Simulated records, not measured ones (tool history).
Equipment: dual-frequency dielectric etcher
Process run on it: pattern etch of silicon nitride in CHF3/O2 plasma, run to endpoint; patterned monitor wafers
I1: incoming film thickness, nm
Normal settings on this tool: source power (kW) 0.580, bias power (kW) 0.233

run 1 hour=0.0 | source_power_(kW)=0.580 bias_power_(kW)=0.191 | I1=70.7 | endpoint_time_(s)=45.7
-- hour=3.4 wet clean of the chamber
run 2 hour=87.9 | source_power_(kW)=0.580 bias_power_(kW)=0.191 | I1=72.6 | endpoint_time_(s)=48.3
run 3 hour=168.3 | source_power_(kW)=0.580 bias_power_(kW)=0.191 | I1=71.8 | endpoint_time_(s)=47.8
run 4 hour=206.0 | source_power_(kW)=0.580 bias_power_(kW)=0.265 | I1=71.2 | endpoint_time_(s)=43.1
run 5 hour=309.0 | source_power_(kW)=0.580 bias_power_(kW)=0.233 | I1=72.0 | endpoint_time_(s)=44.8
run 6 hour=362.2 | source_power_(kW)=0.580 bias_power_(kW)=0.233 | I1=72.6 | endpoint_time_(s)=44.4
-- hour=427.5 upper electrode replaced, of another model than before
run 7 hour=440.9 | source_power_(kW)=0.580 bias_power_(kW)=0.233 | I1=71.3 | endpoint_time_(s)=43.8
-- hour=488.1 source power generator calibrated
-- hour=492.8 wet clean of the chamber
run 8 hour=519.9 | source_power_(kW)=0.460 bias_power_(kW)=0.290 | I1=71.4 | endpoint_time_(s)=45.0
-- hour=611.1 bias power generator calibrated
run 9 hour=613.0 | source_power_(kW)=0.710 bias_power_(kW)=0.233 | I1=71.4 | endpoint_time_(s)=42.6
run 10 hour=650.6 | source_power_(kW)=0.510 bias_power_(kW)=0.269 | I1=71.4 | endpoint_time_(s)=44.2
run 11 hour=737.7 | source_power_(kW)=0.580 bias_power_(kW)=0.233 | I1=71.2 | endpoint_time_(s)=43.7
-- hour=1028.3 wet clean of the chamber
run 12 hour=1031.3 | source_power_(kW)=0.580 bias_power_(kW)=0.178 | I1=72.4 | endpoint_time_(s)=47.8

Predict the results of run 13:
run 13 hour=1109.5 | source_power_(kW)=0.450 bias_power_(kW)=0.284 | I1=72.3 | endpoint_time_(s)=?

{"run 13": {"endpoint time (s)": 45.1}}
Were there no unlogged condition in the tool, this run, its random variation unchanged, would have produced endpoint time (s) 45.7.

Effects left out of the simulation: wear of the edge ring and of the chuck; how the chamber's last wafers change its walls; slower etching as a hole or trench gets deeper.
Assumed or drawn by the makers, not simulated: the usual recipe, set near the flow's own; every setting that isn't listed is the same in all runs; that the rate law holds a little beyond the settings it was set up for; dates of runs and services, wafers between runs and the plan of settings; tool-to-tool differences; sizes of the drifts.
